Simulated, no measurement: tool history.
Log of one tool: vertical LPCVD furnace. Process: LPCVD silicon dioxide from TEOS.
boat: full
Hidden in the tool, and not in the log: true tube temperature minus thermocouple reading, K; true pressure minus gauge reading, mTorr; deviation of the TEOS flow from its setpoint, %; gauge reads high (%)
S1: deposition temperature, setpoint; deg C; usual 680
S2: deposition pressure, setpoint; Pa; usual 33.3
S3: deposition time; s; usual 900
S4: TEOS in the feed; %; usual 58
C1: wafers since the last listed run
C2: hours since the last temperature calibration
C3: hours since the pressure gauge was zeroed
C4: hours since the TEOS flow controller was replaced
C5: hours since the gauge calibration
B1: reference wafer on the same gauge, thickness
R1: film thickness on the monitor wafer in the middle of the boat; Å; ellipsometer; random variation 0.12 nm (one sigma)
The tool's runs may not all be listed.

{"run": 1, "hour": 0.0, "S1": 680, "S2": 33.3, "S3": 900, "S4": 58, "C1": 0, "C2": 2022.1, "C3": 3732.6, "C4": 6156.1, "C5": 127.4, "B1": 63.81, "R1": 618.4}
{"run": 2, "hour": 10.8, "S1": 680, "S2": 33.3, "S3": 900, "S4": 58, "C1": 196, "C2": 2032.9, "C3": 3743.4, "C4": 6166.9, "C5": 138.2, "B1": 63.79, "R1": 618.0}
{"run": 3, "hour": 21.4, "S1": 680, "S2": 33.3, "S3": 900, "S4": 58, "C1": 193, "C2": 2043.5, "C3": 3754.0, "C4": 6177.5, "C5": 148.8, "B1": 63.8, "R1": 614.9}
{"run": 4, "hour": 33.5, "S1": 680, "S2": 36.0, "S3": 900, "S4": 58, "C1": 220, "C2": 2055.6, "C3": 3766.1, "C4": 6189.6, "C5": 160.9, "B1": 63.78, "R1": 645.8}
{"run": 5, "hour": 48.4, "S1": 680, "S2": 33.3, "S3": 900, "S4": 58, "C1": 271, "C2": 2070.5, "C3": 3781.0, "C4": 6204.5, "C5": 175.8, "B1": 63.76, "R1": 618.3}
{"run": 6, "hour": 65.8, "S1": 680, "S2": 33.3, "S3": 900, "S4": 58, "C1": 317, "C2": 2087.9, "C3": 3798.4, "C4": 6221.9, "C5": 193.2, "B1": 63.81, "R1": 616.8}
{"run": 7, "hour": 71.9, "S1": 680, "S2": 33.3, "S3": 900, "S4": 58, "C1": 111, "C2": 2094.0, "C3": 3804.5, "C4": 6228.0, "C5": 199.3, "B1": 63.77, "R1": 618.5}
{"hour": 93.7, "done": "gauge calibrated"}
{"hour": 109.1, "done": "TEOS flow controller replaced"}
{"hour": 120.0, "done": "thermocouples replaced and temperature profile calibrated"}
{"run": 8, "hour": 120.5, "S1": 680, "S2": 33.3, "S3": 900, "S4": 58, "C1": 250, "C2": 0.5, "C3": 3853.1, "C4": 11.4, "C5": 26.8, "B1": 63.8, "R1": 572.3}
{"run": 9, "hour": 124.5, "S1": 680, "S2": 33.3, "S3": 900, "S4": 58, "C1": 72, "C2": 4.5, "C3": 3857.1, "C4": 15.4, "C5": 30.8, "B1": 63.81, "R1": 573.9}
{"run": 10, "hour": 128.6, "S1": 672, "S2": 33.3, "S3": 900, "S4": 58, "C1": 74, "C2": 8.6, "C3": 3861.2, "C4": 19.5, "C5": 34.9, "B1": 63.81, "R1": 469.8}
{"run": 11, "hour": 132.6, "S1": 680, "S2": 33.3, "S3": 900, "S4": 58, "C1": 72, "C2": 12.6, "C3": 3865.2, "C4": 23.5, "C5": 38.9, "B1": 63.81, "R1": 574.4}
{"run": 12, "hour": 145.6, "S1": 680, "S2": 27.3, "S3": 900, "S4": 58, "C1": 237, "C2": 25.6, "C3": 3878.2, "C4": 36.5, "C5": 51.9, "B1": 63.83, "R1": 519.4}
{"run": 13, "hour": 157.4, "S1": 675, "S2": 33.3, "S3": 1110, "S4": 58, "C1": 215, "C2": 37.4, "C3": 3890.0, "C4": 48.3, "C5": 63.7, "B1": 63.82, "R1": 626.0}

The next listed run, before its measurement:
{"hour": 188.9, "done": "pressure gauge zeroed"}
{"run": 14, "hour": 189.4, "S1": 689, "S2": 33.3, "S3": 900, "S4": 58, "C1": 145, "C2": 69.4, "C3": 0.5, "C4": 80.3, "C5": 95.7, "B1": "?", "R1": "?"}

{"run 14": {"B1": 63.81, "R1": 716.7}}
Without the tool's hidden state the same run would have given R1 706.4 Å.

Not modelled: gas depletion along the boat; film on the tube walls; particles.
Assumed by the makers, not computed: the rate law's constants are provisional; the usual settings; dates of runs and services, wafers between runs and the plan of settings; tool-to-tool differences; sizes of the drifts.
